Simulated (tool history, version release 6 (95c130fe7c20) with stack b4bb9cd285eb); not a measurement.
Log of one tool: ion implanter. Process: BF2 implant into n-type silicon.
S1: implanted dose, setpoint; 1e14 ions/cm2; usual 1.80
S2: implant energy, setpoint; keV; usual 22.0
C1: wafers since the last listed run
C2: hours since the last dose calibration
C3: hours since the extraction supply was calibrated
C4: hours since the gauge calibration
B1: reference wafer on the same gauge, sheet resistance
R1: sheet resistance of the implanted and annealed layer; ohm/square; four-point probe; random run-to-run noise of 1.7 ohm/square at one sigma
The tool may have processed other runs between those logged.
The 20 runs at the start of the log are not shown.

run	day	S1	S2	C1	C2	C3	C4	B1	R1
21	19.721	1.36	24.0	382	139.3	4337.0	99.5	489.09	684.26
22	20.358	1.80	22.0	237	154.6	4352.3	114.8	489.11	544.20
23	21.129	1.80	22.0	286	173.1	4370.8	133.3	489.34	546.57
# day 22.000: Faraday cup replaced and dose calibrated, repeated, since the last time left the tool worse
24	22.158	1.80	28.5	258	3.8	4395.5	158.0	488.82	554.00
25	22.971	1.32	26.0	302	23.3	4415.0	177.5	488.92	722.94
# day 23.671: extraction supply calibrated
26	24.225	2.19	28.5	342	53.4	13.3	207.6	489.48	470.56
27	25.608	2.22	20.0	514	86.6	46.5	240.8	489.22	483.10
28	26.867	1.80	22.0	467	116.8	76.7	271.0	488.60	572.19
29	27.929	1.41	22.0	395	142.3	102.2	296.5	489.17	710.14
30	28.529	1.80	22.0	223	156.7	116.6	310.9	488.85	575.21
31	29.742	2.05	15.0	450	185.8	145.7	340.0	488.83	537.17
32	31.221	2.08	29.5	550	221.3	181.2	375.5	489.37	495.50
33	31.862	1.49	22.0	238	236.7	196.6	390.9	488.85	678.03
34	32.412	1.80	22.0	204	249.9	209.8	404.1	489.24	580.13
35	33.408	1.31	25.0	370	273.8	233.7	428.0	489.14	740.47
36	34.817	2.10	17.5	523	307.6	267.5	461.8	489.17	518.00

Each row is a separate what-if for the run after 36, all from the same tool condition, not one after another. Results?
A	34.833	1.80	22.0	6	308.0	267.9	462.2	?	?
B	34.833	1.80	15.0	6	308.0	267.9	462.2	?	?
C	34.833	1.47	18.5	6	308.0	267.9	462.2	?	?

run	B1	R1
A	489.18	577.85
B	489.18	604.78
C	489.18	705.58
Without the tool's unlogged condition, the same runs would have read:
run	R1
A	573.98
B	600.59
C	700.72
